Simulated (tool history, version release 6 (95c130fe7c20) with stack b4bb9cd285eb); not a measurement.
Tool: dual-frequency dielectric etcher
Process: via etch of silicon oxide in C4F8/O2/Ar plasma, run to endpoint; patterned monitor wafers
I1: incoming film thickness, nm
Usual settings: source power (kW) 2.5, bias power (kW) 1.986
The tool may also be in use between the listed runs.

{"run": 1, "day": 0.0, "source power (kW)": 2.5, "bias power (kW)": 1.986, "I1": 1056.7, "endpoint time (s)": 199.8}
{"run": 2, "day": 0.588, "source power (kW)": 2.5, "bias power (kW)": 1.986, "I1": 1057.5, "endpoint time (s)": 198.3}
{"run": 3, "day": 1.171, "source power (kW)": 2.5, "bias power (kW)": 1.868, "I1": 1054.1, "endpoint time (s)": 201}
{"run": 4, "day": 1.567, "source power (kW)": 2.5, "bias power (kW)": 1.868, "I1": 1040.5, "endpoint time (s)": 201.3}
{"run": 5, "day": 1.883, "source power (kW)": 2.5, "bias power (kW)": 1.868, "I1": 1045.5, "endpoint time (s)": 199}
{"run": 6, "day": 2.312, "source power (kW)": 2.5, "bias power (kW)": 1.986, "I1": 1048.2, "endpoint time (s)": 200.4}
{"run": 7, "day": 2.846, "source power (kW)": 2.5, "bias power (kW)": 1.986, "I1": 1042.2, "endpoint time (s)": 193.7}
{"run": 8, "day": 3.471, "source power (kW)": 2.5, "bias power (kW)": 1.986, "I1": 1048.1, "endpoint time (s)": 197.6}
{"day": 4.588, "done": "wet clean of the chamber"}
{"run": 9, "day": 4.608, "source power (kW)": 2.5, "bias power (kW)": 1.986, "I1": 1043.5, "endpoint time (s)": 196.5}
{"run": 10, "day": 4.625, "source power (kW)": 2.5, "bias power (kW)": 1.986, "I1": 1046.5, "endpoint time (s)": 198}
{"run": 11, "day": 4.783, "source power (kW)": 2.5, "bias power (kW)": 1.986, "I1": 1050.4, "endpoint time (s)": 198.4}
{"run": 12, "day": 5.308, "source power (kW)": 2.5, "bias power (kW)": 1.986, "I1": 1045.3, "endpoint time (s)": 198.8}
{"run": 13, "day": 5.621, "source power (kW)": 2.5, "bias power (kW)": 1.986, "I1": 1044.6, "endpoint time (s)": 195.5}
{"run": 14, "day": 5.954, "source power (kW)": 2.5, "bias power (kW)": 1.986, "I1": 1050.2, "endpoint time (s)": 197.4}
{"run": 15, "day": 6.246, "source power (kW)": 2.5, "bias power (kW)": 1.986, "I1": 1050, "endpoint time (s)": 197.3}
{"day": 6.75, "done": "source power generator calibrated"}
{"run": 16, "day": 6.771, "source power (kW)": 2.5, "bias power (kW)": 1.665, "I1": 1049.6, "endpoint time (s)": 200.8}
{"run": 17, "day": 7.117, "source power (kW)": 2.14, "bias power (kW)": 1.986, "I1": 1055.7, "endpoint time (s)": 206.9}
{"run": 18, "day": 7.575, "source power (kW)": 1.95, "bias power (kW)": 1.818, "I1": 1040.5, "endpoint time (s)": 216.9}
{"day": 7.908, "done": "bias power generator calibrated"}
{"run": 19, "day": 8.029, "source power (kW)": 2.5, "bias power (kW)": 1.848, "I1": 1057.7, "endpoint time (s)": 202.3}
{"run": 20, "day": 8.483, "source power (kW)": 2.5, "bias power (kW)": 1.986, "I1": 1046.3, "endpoint time (s)": 196.5}
{"run": 21, "day": 8.804, "source power (kW)": 1.92, "bias power (kW)": 1.812, "I1": 1048.1, "endpoint time (s)": 219.7}
{"run": 22, "day": 9.346, "source power (kW)": 2.5, "bias power (kW)": 1.986, "I1": 1048.9, "endpoint time (s)": 198.2}
{"run": 23, "day": 9.858, "source power (kW)": 1.94, "bias power (kW)": 2.449, "I1": 1060.9, "endpoint time (s)": 207.3}
{"run": 24, "day": 10.521, "source power (kW)": 2.5, "bias power (kW)": 1.574, "I1": 1049.8, "endpoint time (s)": 203.1}
{"day": 11.879, "done": "upper electrode replaced"}
{"run": 25, "day": 11.9, "source power (kW)": 2.28, "bias power (kW)": 2.137, "I1": 1052.9, "endpoint time (s)": 199.9}
{"run": 26, "day": 12.254, "source power (kW)": 2.5, "bias power (kW)": 1.986, "I1": 1051.4, "endpoint time (s)": 198.6}
{"run": 27, "day": 12.696, "source power (kW)": 2.71, "bias power (kW)": 1.856, "I1": 1050.6, "endpoint time (s)": 193.8}
{"run": 28, "day": 12.971, "source power (kW)": 2.5, "bias power (kW)": 1.986, "I1": 1045.6, "endpoint time (s)": 195.7}
{"run": 29, "day": 13.283, "source power (kW)": 2.8, "bias power (kW)": 1.986, "I1": 1042.1, "endpoint time (s)": 186.3}
{"run": 30, "day": 15.021, "source power (kW)": 3.02, "bias power (kW)": 2.113, "I1": 1051.4, "endpoint time (s)": 183.9}

What the log doesn't show, run by run:
etch rate over this chamber's usual, %: 0 in every run
source power that arrives over what is set, %: 0 in every run
bias power that arrives over what is set, %: 0 in every run
